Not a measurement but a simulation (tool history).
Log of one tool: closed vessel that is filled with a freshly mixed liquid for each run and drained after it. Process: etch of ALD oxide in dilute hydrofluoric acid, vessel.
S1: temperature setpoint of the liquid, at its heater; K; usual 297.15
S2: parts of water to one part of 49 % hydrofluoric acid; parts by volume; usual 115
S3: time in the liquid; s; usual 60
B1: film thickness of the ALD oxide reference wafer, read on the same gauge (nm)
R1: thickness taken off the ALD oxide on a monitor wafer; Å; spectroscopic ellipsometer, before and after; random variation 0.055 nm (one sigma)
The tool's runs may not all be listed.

run 1 hour=0 | S1=297.15 S2=115 S3=60 | B1=40.03 | R1=103.7
run 2 hour=59.9 | S1=297.15 S2=115 S3=60 | B1=40.01 | R1=102.6
run 3 hour=120.1 | S1=297.15 S2=115 S3=50 | B1=40.02 | R1=85.8
-- hour=181.3 thermometer replaced
-- hour=186.5 hydrofluoric acid flow meter replaced
-- hour=222.8 gauge calibrated
run 4 hour=288.2 | S1=297.15 S2=115 S3=75 | B1=39.99 | R1=133.6
run 5 hour=356.9 | S1=297.15 S2=115 S3=75 | B1=40.01 | R1=133.1
run 6 hour=418.1 | S1=297.15 S2=115 S3=60 | B1=39.98 | R1=106
run 7 hour=484.4 | S1=297.15 S2=115 S3=60 | B1=40 | R1=105.1
run 8 hour=549.3 | S1=297.15 S2=115 S3=60 | B1=39.99 | R1=104.5
run 9 hour=710.3 | S1=297.15 S2=70 S3=60 | B1=39.98 | R1=181.7
run 10 hour=759.6 | S1=297.15 S2=70 S3=60 | B1=40 | R1=181.6
run 11 hour=801.6 | S1=295.65 S2=115 S3=45 | B1=40.01 | R1=73
run 12 hour=827.2 | S1=293.65 S2=115 S3=60 | B1=40 | R1=90.7
-- hour=900.7 hydrofluoric acid flow meter replaced
run 13 hour=940.4 | S1=297.15 S2=85 S3=60 | B1=39.99 | R1=152.1
run 14 hour=997 | S1=297.15 S2=160 S3=60 | B1=39.99 | R1=72.7
run 15 hour=1028.6 | S1=297.15 S2=160 S3=60 | B1=40 | R1=73
-- hour=1071.1 thermometer replaced
run 16 hour=1095.5 | S1=295.15 S2=140 S3=30 | B1=40 | R1=39.6
run 17 hour=1152.9 | S1=297.15 S2=115 S3=60 | B1=40.01 | R1=107.3
run 18 hour=1200.6 | S1=297.15 S2=115 S3=60 | B1=40 | R1=106.4
run 19 hour=1233.7 | S1=297.15 S2=60 S3=90 | B1=39.99 | R1=323.8
run 20 hour=1265.7 | S1=297.15 S2=115 S3=60 | B1=40.01 | R1=105.1
run 21 hour=1293.3 | S1=297.15 S2=115 S3=60 | B1=39.99 | R1=106.4
run 22 hour=1320.4 | S1=297.15 S2=70 S3=40 | B1=40 | R1=122.5
run 23 hour=1360.6 | S1=297.15 S2=65 S3=30 | B1=40.01 | R1=99.4
run 24 hour=1408.8 | S1=302.15 S2=170 S3=40 | B1=39.99 | R1=53.4
run 25 hour=1464 | S1=297.15 S2=60 S3=60 | B1=39.99 | R1=215.6
-- hour=1495 gauge calibrated
run 26 hour=1533.1 | S1=297.15 S2=115 S3=60 | B1=40.04 | R1=104.8
run 27 hour=1572.9 | S1=297.15 S2=90 S3=85 | B1=40.02 | R1=194.7
-- hour=1601.7 hydrofluoric acid flow meter replaced
run 28 hour=1624 | S1=297.15 S2=115 S3=45 | B1=40 | R1=80.3
run 29 hour=1648.1 | S1=298.65 S2=80 S3=30 | B1=40.02 | R1=84.9
run 30 hour=1687.4 | S1=297.15 S2=115 S3=60 | B1=39.99 | R1=106.7
run 31 hour=1767.7 | S1=294.65 S2=80 S3=70 | B1=40.02 | R1=166.7
run 32 hour=1793.3 | S1=297.15 S2=115 S3=60 | B1=39.99 | R1=106
run 33 hour=1860.6 | S1=297.15 S2=115 S3=60 | B1=39.99 | R1=106
run 34 hour=2045.7 | S1=292.65 S2=155 S3=60 | B1=39.99 | R1=61.8
-- hour=2060.4 thermometer replaced
run 35 hour=2071.9 | S1=297.15 S2=115 S3=80 | B1=39.99 | R1=138.7

Hidden state or all else? Some run-to-run changes of R1, split into what the settings, what came in and random variation would give without the hidden state, and what is left for the hidden state (with any gauge scatter that isn't in both results):
The hidden state here: liquid hotter than its thermometer reads (K); hydrofluoric acid flow below the setpoint (%); gauge reads high (%).
Run 18 -> 19: S2 115 -> 60, S3 60 -> 90. R1 +217.4 Å: hidden state -4.2, all else +221.6.
Run 19 -> 20: S2 60 -> 115, S3 90 -> 60. R1 -218.7 Å: hidden state +3.8, all else -222.5.
Run 24 -> 25: S1 302.15 -> 297.15, S2 170 -> 60, S3 40 -> 60. R1 +162.2 Å: hidden state -5.3, all else +167.5.
Run 27 -> 28: S2 90 -> 115, S3 85 -> 45, hydrofluoric acid flow meter replaced. R1 -114.4 Å: hidden state +6.8, all else -121.2.

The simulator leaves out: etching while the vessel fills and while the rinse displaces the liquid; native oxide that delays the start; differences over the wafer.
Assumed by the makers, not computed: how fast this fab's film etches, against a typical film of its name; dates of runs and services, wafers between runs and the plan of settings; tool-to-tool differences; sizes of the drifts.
